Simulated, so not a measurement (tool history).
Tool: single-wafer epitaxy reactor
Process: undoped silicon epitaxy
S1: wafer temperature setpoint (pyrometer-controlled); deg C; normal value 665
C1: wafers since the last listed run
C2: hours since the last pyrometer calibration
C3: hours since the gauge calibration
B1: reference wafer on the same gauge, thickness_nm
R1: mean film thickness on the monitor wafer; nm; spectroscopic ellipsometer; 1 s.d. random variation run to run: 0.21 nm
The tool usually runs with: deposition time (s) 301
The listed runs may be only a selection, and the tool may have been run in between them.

run 1 hour=0 | S1=665 deposition_time_(s)=301 | C1=0 C2=1787.5 C3=141.9 | B1=74.1 | R1=64.579
run 2 hour=16 | S1=676 deposition_time_(s)=265 | C1=108 C2=1803.5 C3=157.9 | B1=73.983 | R1=73.276
run 3 hour=27 | S1=676 deposition_time_(s)=265 | C1=74 C2=1814.5 C3=168.9 | B1=74.062 | R1=73.883
run 4 hour=39.3 | S1=655 deposition_time_(s)=329 | C1=83 C2=1826.8 C3=181.2 | B1=74.11 | R1=55.076
run 5 hour=86.5 | S1=665 deposition_time_(s)=301 | C1=320 C2=1874 C3=228.4 | B1=74.065 | R1=64.488
run 6 hour=100.8 | S1=665 deposition_time_(s)=301 | C1=97 C2=1888.3 C3=242.7 | B1=74.088 | R1=64.093
run 7 hour=112 | S1=665 deposition_time_(s)=301 | C1=76 C2=1899.5 C3=253.9 | B1=74.072 | R1=64.025
run 8 hour=122.7 | S1=671 deposition_time_(s)=301 | C1=72 C2=1910.2 C3=264.6 | B1=74.202 | R1=74.131
-- hour=124.9 gauge calibrated
run 9 hour=132 | S1=665 deposition_time_(s)=301 | C1=63 C2=1919.5 C3=7.1 | B1=74.126 | R1=63.906
run 10 hour=141.1 | S1=665 deposition_time_(s)=301 | C1=61 C2=1928.6 C3=16.2 | B1=74.159 | R1=63.936
run 11 hour=156.2 | S1=665 deposition_time_(s)=301 | C1=102 C2=1943.7 C3=31.3 | B1=74.07 | R1=63.359
run 12 hour=171.2 | S1=654 deposition_time_(s)=301 | C1=101 C2=1958.7 C3=46.3 | B1=74.104 | R1=48.443
run 13 hour=185.2 | S1=673 deposition_time_(s)=331 | C1=95 C2=1972.7 C3=60.3 | B1=74.181 | R1=84.409
run 14 hour=192.1 | S1=660 deposition_time_(s)=333 | C1=46 C2=1979.6 C3=67.2 | B1=74.159 | R1=61.883
run 15 hour=209.8 | S1=670 deposition_time_(s)=301 | C1=120 C2=1997.3 C3=84.9 | B1=74.174 | R1=71.489
-- hour=224 pyrometer calibrated
run 16 hour=226 | S1=665 deposition_time_(s)=276 | C1=55 C2=2 C3=101.1 | B1=74.023 | R1=63.632
run 17 hour=238.6 | S1=665 deposition_time_(s)=301 | C1=85 C2=14.6 C3=113.7 | B1=74.093 | R1=68.963
run 18 hour=251.3 | S1=659 deposition_time_(s)=245 | C1=86 C2=27.3 C3=126.4 | B1=74.001 | R1=48.613
run 19 hour=281.3 | S1=676 deposition_time_(s)=251 | C1=203 C2=57.3 C3=156.4 | B1=74.156 | R1=74.593
run 20 hour=294 | S1=653 deposition_time_(s)=351 | C1=86 C2=70 C3=169.1 | B1=74.082 | R1=60.275
run 21 hour=305.5 | S1=656 deposition_time_(s)=353 | C1=78 C2=81.5 C3=180.6 | B1=74.021 | R1=65.068
run 22 hour=316.8 | S1=665 deposition_time_(s)=279 | C1=76 C2=92.8 C3=191.9 | B1=74.076 | R1=63.85
run 23 hour=330.1 | S1=671 deposition_time_(s)=301 | C1=90 C2=106.1 C3=205.2 | B1=74.086 | R1=79.805

Consider 4 possible next runs. They are alternatives, not a sequence: every one starts from the tool as it was left by run 23. What does each give?
run A hour=330.6 | S1=665 deposition_time_(s)=301 | C1=3 C2=106.6 C3=205.7 | B1=? | R1=?
run B hour=330.6 | S1=665 deposition_time_(s)=359 | C1=3 C2=106.6 C3=205.7 | B1=? | R1=?
run C hour=330.6 | S1=678 deposition_time_(s)=301 | C1=3 C2=106.6 C3=205.7 | B1=? | R1=?
run D hour=330.6 | S1=665 deposition_time_(s)=323 | C1=3 C2=106.6 C3=205.7 | B1=? | R1=?

run=A B1=74.109 R1=69.076
run=B B1=74.109 R1=82.387
run=C B1=74.109 R1=93.955
run=D B1=74.109 R1=74.125
Without the tool's hidden state the same runs would have given:
run=A R1=68.642
run=B R1=81.869
run=C R1=93.382
run=D R1=73.659

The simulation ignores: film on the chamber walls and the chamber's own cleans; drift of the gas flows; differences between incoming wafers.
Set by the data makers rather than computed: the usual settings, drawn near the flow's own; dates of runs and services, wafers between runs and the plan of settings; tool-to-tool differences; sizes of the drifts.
